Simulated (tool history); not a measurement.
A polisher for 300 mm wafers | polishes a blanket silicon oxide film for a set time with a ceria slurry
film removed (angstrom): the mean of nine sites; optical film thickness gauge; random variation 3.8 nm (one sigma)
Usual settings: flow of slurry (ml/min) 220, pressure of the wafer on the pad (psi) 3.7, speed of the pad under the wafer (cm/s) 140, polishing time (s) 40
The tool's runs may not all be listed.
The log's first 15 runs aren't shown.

run,hour,flow of slurry (ml/min),pressure of the wafer on the pad (psi),speed of the pad under the wafer (cm/s),polishing time (s),wafers since the last listed run,wafers polished on this pad,hours since the slurry nozzle was cleaned,hours since the head pressure was calibrated,"incoming thickness of the incoming film, nm",film removed (angstrom)
16,375.2,220,3.7,140,40,123,323,384.1,59.8,828.3,3425
17,396.7,220,3.7,168,40,172,496,405.6,81.3,825.1,3928
18,410.4,220,3.7,164,40,110,606,419.3,95,829.7,3835
19,432.9,165,2.5,140,34,181,787,441.8,117.5,826.2,1813
20,449.4,270,3.7,178,40,132,920,458.3,134,834.9,4138
21,468.4,220,3.7,140,40,152,1073,477.3,153,837.5,3415
# hour 478.3: worn pad replaced by a new one
22,495.7,220,3.7,94,40,187,140,504.6,180.3,816.6,2725
23,513,280,4,176,30,139,279,521.9,197.6,827.3,3399
24,536.1,240,4.6,140,40,185,465,545,220.7,815.1,4411
# hour 537.9: slurry nozzle cleaned
25,555.4,185,2.6,172,44,147,612,17.5,240,840.9,2930
26,578.9,220,3.7,140,54,189,801,41,263.5,844,4711
27,601.8,220,3.7,140,40,184,985,63.9,286.4,815.3,3372
# hour 610.9: worn pad replaced by a new one
28,632.8,220,3.7,118,40,217,176,94.9,317.4,835.5,3152
29,657.6,220,3.7,140,40,199,375,119.7,342.2,828.6,3443
# hour 667.6: head pressure recalibrated
30,687.9,265,4.9,98,28,227,603,150,20.3,831,2595
31,721.9,220,3.7,140,46,273,876,184,54.3,831.5,3880
32,738.8,285,5,140,40,135,1012,200.9,71.2,822.9,4772
33,759.8,220,4.5,162,36,168,1181,221.9,92.2,830.1,4109
34,773,250,3.7,140,29,106,1287,235.1,105.4,830,2507

3 ways to go on from here, each from the tool as it stands after run 34. What would each give?
A,773.4,220,3.7,140,44,3,1291,235.5,105.8,832.5,?
B,773.4,220,2.5,140,50,3,1291,235.5,105.8,832.5,?
C,773.4,195,4.8,126,40,3,1291,235.5,105.8,832.5,?

run,film removed (angstrom)
A,3726
B,2861
C,4007
Without the tool's hidden state the same runs would have given:
run,film removed (angstrom)
A,3910
B,3002
C,4204

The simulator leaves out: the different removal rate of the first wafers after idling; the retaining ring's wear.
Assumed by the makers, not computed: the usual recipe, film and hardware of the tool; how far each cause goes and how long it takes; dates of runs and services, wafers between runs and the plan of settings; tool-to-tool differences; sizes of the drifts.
